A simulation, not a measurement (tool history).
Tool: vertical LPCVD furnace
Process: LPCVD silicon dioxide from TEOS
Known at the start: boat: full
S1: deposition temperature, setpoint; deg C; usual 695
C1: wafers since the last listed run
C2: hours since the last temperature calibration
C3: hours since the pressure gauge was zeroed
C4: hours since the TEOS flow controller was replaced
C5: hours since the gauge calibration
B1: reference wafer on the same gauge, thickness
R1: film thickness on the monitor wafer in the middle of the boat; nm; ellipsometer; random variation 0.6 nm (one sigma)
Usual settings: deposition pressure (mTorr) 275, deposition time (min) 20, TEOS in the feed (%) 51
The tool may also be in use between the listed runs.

run 1 day=0 | S1=695 deposition_pressure_(mTorr)=275 deposition_time_(min)=20 TEOS_in_the_feed_(%)=57 | C1=0 C2=1543.6 C3=3490.3 C4=6411 C5=113.8 | B1=140.64 | R1=125.04
run 2 day=2.779 | S1=695 deposition_pressure_(mTorr)=275 deposition_time_(min)=20 TEOS_in_the_feed_(%)=51 | C1=1121 C2=1610.3 C3=3557 C4=6477.7 C5=180.5 | B1=140.63 | R1=119.36
run 3 day=5.492 | S1=695 deposition_pressure_(mTorr)=275 deposition_time_(min)=20 TEOS_in_the_feed_(%)=51 | C1=1095 C2=1675.4 C3=3622.1 C4=6542.8 C5=245.6 | B1=140.51 | R1=118.14
run 4 day=8.867 | S1=695 deposition_pressure_(mTorr)=275 deposition_time_(min)=20 TEOS_in_the_feed_(%)=51 | C1=1362 C2=1756.4 C3=3703.1 C4=6623.8 C5=326.6 | B1=139.85 | R1=118.7
run 5 day=10.779 | S1=695 deposition_pressure_(mTorr)=275 deposition_time_(min)=20 TEOS_in_the_feed_(%)=51 | C1=772 C2=1802.3 C3=3749 C4=6669.7 C5=372.5 | B1=139.74 | R1=117.56
-- day=14.675 pressure gauge zeroed
run 6 day=18.796 | S1=695 deposition_pressure_(mTorr)=275 deposition_time_(min)=20 TEOS_in_the_feed_(%)=51 | C1=2832 C2=1994.7 C3=98.9 C4=6862.1 C5=564.9 | B1=138.39 | R1=117.79
-- day=20.371 gauge calibrated
run 7 day=21.717 | S1=695 deposition_pressure_(mTorr)=275 deposition_time_(min)=20 TEOS_in_the_feed_(%)=51 | C1=1179 C2=2064.8 C3=169 C4=6932.2 C5=32.3 | B1=139.6 | R1=117.95
run 8 day=25.329 | S1=695 deposition_pressure_(mTorr)=275 deposition_time_(min)=13 TEOS_in_the_feed_(%)=42 | C1=1458 C2=2151.5 C3=255.7 C4=7018.9 C5=119 | B1=139.5 | R1=69.51
-- day=27.375 TEOS flow controller replaced
run 9 day=28.342 | S1=695 deposition_pressure_(mTorr)=275 deposition_time_(min)=23.5 TEOS_in_the_feed_(%)=43 | C1=812 C2=2223.8 C3=328 C4=23.2 C5=191.3 | B1=139.22 | R1=126.69
run 10 day=32.325 | S1=690 deposition_pressure_(mTorr)=220 deposition_time_(min)=26.5 TEOS_in_the_feed_(%)=55 | C1=1608 C2=2319.4 C3=423.6 C4=118.8 C5=286.9 | B1=138.78 | R1=128.96
-- day=34.525 thermocouples replaced and temperature profile calibrated
run 11 day=36.458 | S1=695 deposition_pressure_(mTorr)=275 deposition_time_(min)=20 TEOS_in_the_feed_(%)=51 | C1=1264 C2=46.4 C3=522.8 C4=218 C5=386.1 | B1=138.28 | R1=116.86
run 12 day=40.904 | S1=695 deposition_pressure_(mTorr)=275 deposition_time_(min)=20 TEOS_in_the_feed_(%)=59 | C1=1794 C2=153.1 C3=629.5 C4=324.7 C5=492.8 | B1=137.65 | R1=124.42
run 13 day=44.033 | S1=695 deposition_pressure_(mTorr)=275 deposition_time_(min)=15.5 TEOS_in_the_feed_(%)=51 | C1=1263 C2=228.2 C3=704.6 C4=399.8 C5=567.9 | B1=136.7 | R1=90.01
run 14 day=45.846 | S1=685 deposition_pressure_(mTorr)=220 deposition_time_(min)=23.5 TEOS_in_the_feed_(%)=46 | C1=731 C2=271.7 C3=748.1 C4=443.3 C5=611.4 | B1=136.3 | R1=90.88

3 ways to go on from here, each from the tool as it stands after run 14. What would each give?
run A day=46.008 | S1=695 deposition_pressure_(mTorr)=275 deposition_time_(min)=20 TEOS_in_the_feed_(%)=51 | C1=65 C2=275.6 C3=752 C4=447.2 C5=615.3 | B1=? | R1=?
run B day=46.008 | S1=684 deposition_pressure_(mTorr)=275 deposition_time_(min)=20 TEOS_in_the_feed_(%)=51 | C1=65 C2=275.6 C3=752 C4=447.2 C5=615.3 | B1=? | R1=?
run C day=46.008 | S1=692 deposition_pressure_(mTorr)=210 deposition_time_(min)=20 TEOS_in_the_feed_(%)=51 | C1=65 C2=275.6 C3=752 C4=447.2 C5=615.3 | B1=? | R1=?

run=A B1=136.35 R1=115.55
run=B B1=136.35 R1=88.96
run=C B1=136.35 R1=94.08
Without the tool's hidden state the same runs would have given:
run=A R1=118.66
run=B R1=91.35
run=C R1=96.61
